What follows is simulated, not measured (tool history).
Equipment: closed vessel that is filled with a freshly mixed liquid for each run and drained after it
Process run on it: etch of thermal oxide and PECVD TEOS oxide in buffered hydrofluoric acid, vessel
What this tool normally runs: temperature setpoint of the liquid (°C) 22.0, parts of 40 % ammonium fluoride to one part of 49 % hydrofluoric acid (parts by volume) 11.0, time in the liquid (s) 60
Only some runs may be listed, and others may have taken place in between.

| run | day | temperature setpoint of the liquid (°C) | parts of 40 % ammonium fluoride to one part of 49 % hydrofluoric acid (parts by volume) | time in the liquid (s) | wafers since the last listed run | hours since the thermometer was replaced | hours since the hydrofluoric acid flow meter was replaced | hours since the gauge calibration | read-back film thickness of the thermal oxide reference wafer, read on the same gauge (nm) | read-back film thickness of the PECVD TEOS oxide reference wafer, read on the same gauge (nm) | thickness taken off the thermal oxide on a monitor wafer (angstrom) | thickness taken off the PECVD TEOS oxide on a monitor wafer (angstrom) |
|---|---|---|---|---|---|---|---|---|---|---|---|---|
| 1 | 0.000 | 22.0 | 11.0 | 60 | 0 | 601.6 | 952.7 | 108.9 | 149.99 | 90.00 | 579.0 | 1276.2 |
| 2 | 0.638 | 22.0 | 11.0 | 60 | 1390 | 616.9 | 968.0 | 124.2 | 150.02 | 89.99 | 576.4 | 1259.1 |
| 3 | 0.958 | 22.0 | 11.0 | 40 | 699 | 624.6 | 975.7 | 131.9 | 149.97 | 90.01 | 383.3 | 845.7 |
| 4 | 1.525 | 22.0 | 11.0 | 40 | 1235 | 638.2 | 989.3 | 145.5 | 150.00 | 90.04 | 383.5 | 842.7 |
| 5 | 1.825 | 22.0 | 11.0 | 40 | 654 | 645.4 | 996.5 | 152.7 | 150.02 | 89.96 | 382.7 | 837.8 |
| 6 | 2.467 | 22.0 | 11.0 | 60 | 1399 | 660.8 | 1011.9 | 168.1 | 149.98 | 90.03 | 573.7 | 1258.5 |
| 7 | 2.817 | 22.0 | 11.0 | 35 | 763 | 669.2 | 1020.3 | 176.5 | 149.99 | 90.01 | 332.9 | 737.7 |
| 8 | 3.133 | 22.0 | 11.0 | 35 | 690 | 676.8 | 1027.9 | 184.1 | 150.01 | 90.02 | 334.7 | 739.0 |
| 9 | 3.475 | 22.0 | 11.0 | 60 | 745 | 685.0 | 1036.1 | 192.3 | 149.97 | 89.98 | 573.8 | 1252.2 |
|  | 3.958 | gauge calibrated |
| 10 | 4.017 | 22.0 | 11.0 | 60 | 1181 | 698.0 | 1049.1 | 1.4 | 149.97 | 90.00 | 567.1 | 1253.3 |
| 11 | 4.567 | 22.0 | 9.0 | 60 | 1199 | 711.2 | 1062.3 | 14.6 | 149.99 | 90.01 | 677.0 | 1508.1 |
| 12 | 4.967 | 22.0 | 9.0 | 60 | 872 | 720.8 | 1071.9 | 24.2 | 150.02 | 90.04 | 679.4 | 1506.0 |
| 13 | 5.367 | 23.5 | 11.0 | 60 | 872 | 730.4 | 1081.5 | 33.8 | 149.99 | 90.04 | 617.2 | 1353.5 |
|  | 5.612 | hydrofluoric acid flow meter replaced |
| 14 | 5.654 | 22.0 | 14.5 | 30 | 536 | 737.3 | 1.0 | 40.7 | 149.98 | 89.98 | 196.8 | 433.6 |
| 15 | 6.138 | 22.0 | 11.0 | 60 | 1053 | 748.9 | 12.6 | 52.3 | 150.02 | 90.02 | 515.6 | 1131.0 |
| 16 | 6.471 | 25.5 | 11.0 | 60 | 726 | 756.9 | 20.6 | 60.3 | 150.02 | 89.99 | 628.0 | 1368.4 |
| 17 | 7.162 | 20.5 | 11.0 | 60 | 1508 | 773.5 | 37.2 | 76.9 | 150.00 | 90.02 | 473.6 | 1031.6 |
| 18 | 7.562 | 22.0 | 14.0 | 60 | 872 | 783.1 | 46.8 | 86.5 | 150.02 | 90.00 | 404.7 | 893.9 |
| 19 | 7.983 | 26.0 | 9.5 | 60 | 917 | 793.2 | 56.9 | 96.6 | 149.98 | 90.02 | 729.1 | 1570.4 |
|  | 8.504 | thermometer replaced |
| 20 | 8.654 | 22.0 | 11.0 | 85 | 1371 | 3.6 | 73.0 | 112.7 | 150.00 | 90.01 | 837.9 | 1841.5 |
| 21 | 10.288 | 22.0 | 7.5 | 60 | 3561 | 42.8 | 112.2 | 151.9 | 150.04 | 90.02 | 849.6 | 1864.3 |
| 22 | 10.958 | 22.0 | 11.0 | 60 | 1462 | 58.9 | 128.3 | 168.0 | 150.02 | 89.93 | 593.0 | 1291.7 |
| 23 | 11.288 | 22.0 | 11.0 | 60 | 717 | 66.8 | 136.2 | 175.9 | 149.97 | 90.00 | 591.1 | 1293.7 |
| 24 | 11.654 | 22.0 | 9.0 | 85 | 799 | 75.6 | 145.0 | 184.7 | 150.00 | 90.00 | 987.6 | 2179.6 |

What if the next run were any one of these 5? Each begins from the tool's condition after run 24:
| A | 11.683 | 22.0 | 11.0 | 60 | 63 | 76.3 | 145.7 | 185.4 | ? | ? | ? | ? |
| B | 11.683 | 25.5 | 15.5 | 80 | 63 | 76.3 | 145.7 | 185.4 | ? | ? | ? | ? |
| C | 11.683 | 19.0 | 11.0 | 80 | 63 | 76.3 | 145.7 | 185.4 | ? | ? | ? | ? |
| D | 11.683 | 19.5 | 15.0 | 60 | 63 | 76.3 | 145.7 | 185.4 | ? | ? | ? | ? |
| E | 11.683 | 22.0 | 8.0 | 75 | 63 | 76.3 | 145.7 | 185.4 | ? | ? | ? | ? |

| run | read-back film thickness of the thermal oxide reference wafer, read on the same gauge (nm) | read-back film thickness of the PECVD TEOS oxide reference wafer, read on the same gauge (nm) | thickness taken off the thermal oxide on a monitor wafer (angstrom) | thickness taken off the PECVD TEOS oxide on a monitor wafer (angstrom) |
|---|---|---|---|---|
| A | 150.01 | 89.98 | 590.9 | 1278.7 |
| B | 150.01 | 89.98 | 682.1 | 1476.3 |
| C | 150.01 | 89.98 | 666.1 | 1441.6 |
| D | 150.01 | 89.98 | 379.2 | 820.8 |
| E | 150.01 | 89.98 | 985.7 | 2133.2 |
Without the tool's unlogged condition, the same runs would have read:
| run | thickness taken off the thermal oxide on a monitor wafer (angstrom) | thickness taken off the PECVD TEOS oxide on a monitor wafer (angstrom) |
|---|---|---|
| A | 591.9 | 1281.0 |
| B | 683.0 | 1478.1 |
| C | 667.5 | 1444.6 |
| D | 380.0 | 822.3 |
| E | 985.8 | 2133.4 |
